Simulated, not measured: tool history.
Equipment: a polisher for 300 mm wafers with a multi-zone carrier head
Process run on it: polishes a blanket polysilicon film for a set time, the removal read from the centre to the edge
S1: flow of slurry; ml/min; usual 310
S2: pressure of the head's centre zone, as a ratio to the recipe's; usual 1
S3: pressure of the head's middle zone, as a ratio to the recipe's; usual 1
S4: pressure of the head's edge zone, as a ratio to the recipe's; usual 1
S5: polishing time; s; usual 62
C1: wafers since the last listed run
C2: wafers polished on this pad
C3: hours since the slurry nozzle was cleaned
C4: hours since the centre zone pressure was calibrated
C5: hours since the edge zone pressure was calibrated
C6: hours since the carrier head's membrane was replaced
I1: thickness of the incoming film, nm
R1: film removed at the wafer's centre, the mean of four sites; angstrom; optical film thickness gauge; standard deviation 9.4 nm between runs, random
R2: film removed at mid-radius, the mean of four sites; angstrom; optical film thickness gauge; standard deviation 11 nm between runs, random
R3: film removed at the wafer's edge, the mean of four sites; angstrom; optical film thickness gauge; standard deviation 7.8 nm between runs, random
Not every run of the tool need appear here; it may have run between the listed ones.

run   hour   S1    S2    S3    S4  S5   C1    C2     C3     C4     C5     C6      I1     R1     R2     R3
  1      0  310     1     1     1  62    0  3054  504.8  317.9  302.1  174.3  2128.3   8862   8622   8472
  2   26.6  200  1.12     1     1  71  390  3445  531.4  344.5  328.7  200.9  2146.8  10820   9273   9386
  3   44.6  310     1     1     1  79  264  3709  549.4  362.5  346.7  218.9  2123.3  11723  10842  10926
        62  -- worn pad replaced by a new one
  4   75.9  310  0.92     1     1  62  400   204  580.7  393.8    378  250.2  2144.7   8312   8729   8556
  5  105.1  310     1     1     1  62  428   632  609.9    423  407.2  279.4  2106.3   9098   8643   8605
     118.9  -- centre zone pressure recalibrated
  6  132.4  310     1     1     1  47  371  1004  637.2   13.5  434.5  306.7  2111.2   6720   6421   6444
  7    159  205     1  1.06  0.93  62  390  1394  663.8   40.1  461.1  333.3  2119.1   8085   8423   7795
     161.7  -- slurry nozzle cleaned
  8  182.7  310     1     1     1  62  333  1728     21   63.8  484.8    357  2136.4   8674   8556   8425
  9  216.1  360     1     1     1  62  490  2218   54.4   97.2  518.2  390.4  2113.9   8926   8509   8685
 10  244.8  310     1     1     1  62  421  2640   83.1  125.9  546.9  419.1  2127.3   8763   8685   8503
 11  257.6  380   0.9  1.03  1.07  62  187  2827   95.9  138.7  559.7  431.9  2160.7   8061   8963   8971
 12  279.5  240  0.96  1.07     1  62  321  3149  117.8  160.6  581.6  453.8    2160   8220   8778   8307
 13    294  310     1     1  0.94  62  212  3362  132.3  175.1  596.1  468.3  2095.3   8683   8707   8227
 14  310.1  215  1.05     1  0.95  74  236  3598  148.4  191.2  612.2  484.4    2173  10610   9965   9466
 15    324  310     1     1     1  62  204  3802  162.3  205.1  626.1  498.3  2146.5   8637   8492   8556
     348.6  -- worn pad replaced by a new one
 16    352  235  0.97  1.05     1  55  352    50  190.3  233.1  654.1  526.3  2117.1   7440   7620   7396
 17  375.6  310  1.04  0.88   1.1  62  346   396  213.9  256.7  677.7  549.9  2177.4   9207   7768   9063
 18  396.7  310     1     1     1  62  309   706    235  277.8  698.8    571  2096.2   8729   8509   8525
 19  414.8  310     1   0.9   0.9  62  265   972  253.1  295.9  716.9  589.1  2135.4   9093   7964   8159
 20  435.2  310  1.06     1  1.05  62  299  1271  273.5  316.3  737.3  609.5  2170.4   9473   8655   8691
 21  467.1  310     1     1     1  62  468  1740  305.4  348.2  769.2  641.4    2118   9094   8677   8461

What does the tool deliver on the next run?
     474.7  -- centre zone pressure recalibrated
 22  497.4  235   1  1.03   1  62  415  2155  335.7  22.7  799.5  671.7  2131.8   ?   ?   ?

R1: 8513 angstrom
R2: 8607 angstrom
R3: 8431 angstrom
Without the tool's hidden state the same run would have given R1 8511 angstrom, R2 8607 angstrom, R3 8431 angstrom.

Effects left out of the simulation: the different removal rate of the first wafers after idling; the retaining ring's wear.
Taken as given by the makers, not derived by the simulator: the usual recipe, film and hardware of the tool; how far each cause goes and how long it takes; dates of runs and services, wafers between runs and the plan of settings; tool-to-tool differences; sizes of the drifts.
